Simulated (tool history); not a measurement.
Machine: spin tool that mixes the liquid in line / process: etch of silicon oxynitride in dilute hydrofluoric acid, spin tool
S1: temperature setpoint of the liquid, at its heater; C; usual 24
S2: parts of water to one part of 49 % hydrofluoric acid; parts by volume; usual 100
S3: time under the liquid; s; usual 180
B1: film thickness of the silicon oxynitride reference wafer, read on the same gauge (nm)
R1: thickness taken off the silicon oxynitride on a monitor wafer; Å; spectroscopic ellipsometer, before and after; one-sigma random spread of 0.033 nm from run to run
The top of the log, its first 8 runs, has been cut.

run 9 day=31.379 | S1=24 S2=100 S3=235 | B1=104.88 | R1=32.19
run 10 day=34.938 | S1=24 S2=100 S3=180 | B1=104.744 | R1=24.65
run 11 day=38.858 | S1=21 S2=120 S3=285 | B1=104.434 | R1=27.7
run 12 day=42.7 | S1=24 S2=100 S3=180 | B1=104.216 | R1=23.81
run 13 day=44.383 | S1=24 S2=120 S3=80 | B1=104.131 | R1=8.9
run 14 day=48.4 | S1=27.5 S2=80 S3=70 | B1=103.891 | R1=14.63
-- day=58.762 gauge calibrated
run 15 day=60.938 | S1=24 S2=60 S3=180 | B1=109.623 | R1=44.64
run 16 day=63.488 | S1=21.5 S2=70 S3=210 | B1=109.415 | R1=38.61
run 17 day=67.825 | S1=27.5 S2=100 S3=180 | B1=109.13 | R1=30.11
run 18 day=72.05 | S1=24 S2=100 S3=180 | B1=108.9 | R1=24.91
-- day=73.471 hydrofluoric acid flow meter replaced
run 19 day=73.75 | S1=24 S2=100 S3=180 | B1=108.803 | R1=26.2
run 20 day=75.312 | S1=24 S2=70 S3=180 | B1=108.716 | R1=36.89
run 21 day=79.788 | S1=24 S2=125 S3=180 | B1=108.443 | R1=20.03
-- day=82.354 thermometer replaced
run 22 day=83.604 | S1=24 S2=135 S3=215 | B1=108.233 | R1=21.92
run 23 day=87.933 | S1=20 S2=150 S3=180 | B1=107.963 | R1=13.48
run 24 day=90.35 | S1=25.5 S2=120 S3=180 | B1=107.798 | R1=21.92
run 25 day=92.462 | S1=24 S2=100 S3=180 | B1=107.72 | R1=25.3
run 26 day=94.712 | S1=19 S2=70 S3=260 | B1=107.555 | R1=41.97
run 27 day=97.004 | S1=24 S2=100 S3=95 | B1=107.39 | R1=13.69
run 28 day=101.196 | S1=24 S2=55 S3=180 | B1=107.159 | R1=48.3
run 29 day=105.029 | S1=21 S2=75 S3=250 | B1=106.942 | R1=40.68
run 30 day=114.012 | S1=20 S2=100 S3=180 | B1=106.358 | R1=20.78
run 31 day=116.596 | S1=24 S2=80 S3=120 | B1=106.2 | R1=20.68
run 32 day=118.392 | S1=24 S2=100 S3=245 | B1=106.107 | R1=34.36

Each row is a separate what-if for the run after 32, all from the same tool condition, not one after another. Results?
run A day=118.412 | S1=19.5 S2=100 S3=180 | B1=? | R1=?
run B day=118.412 | S1=24 S2=85 S3=110 | B1=? | R1=?
run C day=118.412 | S1=22 S2=100 S3=225 | B1=? | R1=?
run D day=118.412 | S1=28.5 S2=80 S3=270 | B1=? | R1=?
run E day=118.412 | S1=25.5 S2=115 S3=120 | B1=? | R1=?

run=A B1=106.125 R1=20.36
run=B B1=106.125 R1=18.42
run=C B1=106.125 R1=28.74
run=D B1=106.125 R1=59.58
run=E B1=106.125 R1=15.53
The same runs, with their run-to-run variation unchanged, on a tool lacking any hidden condition would have given:
run=A R1=21.11
run=B R1=19.09
run=C R1=29.8
run=D R1=61.76
run=E R1=16.1
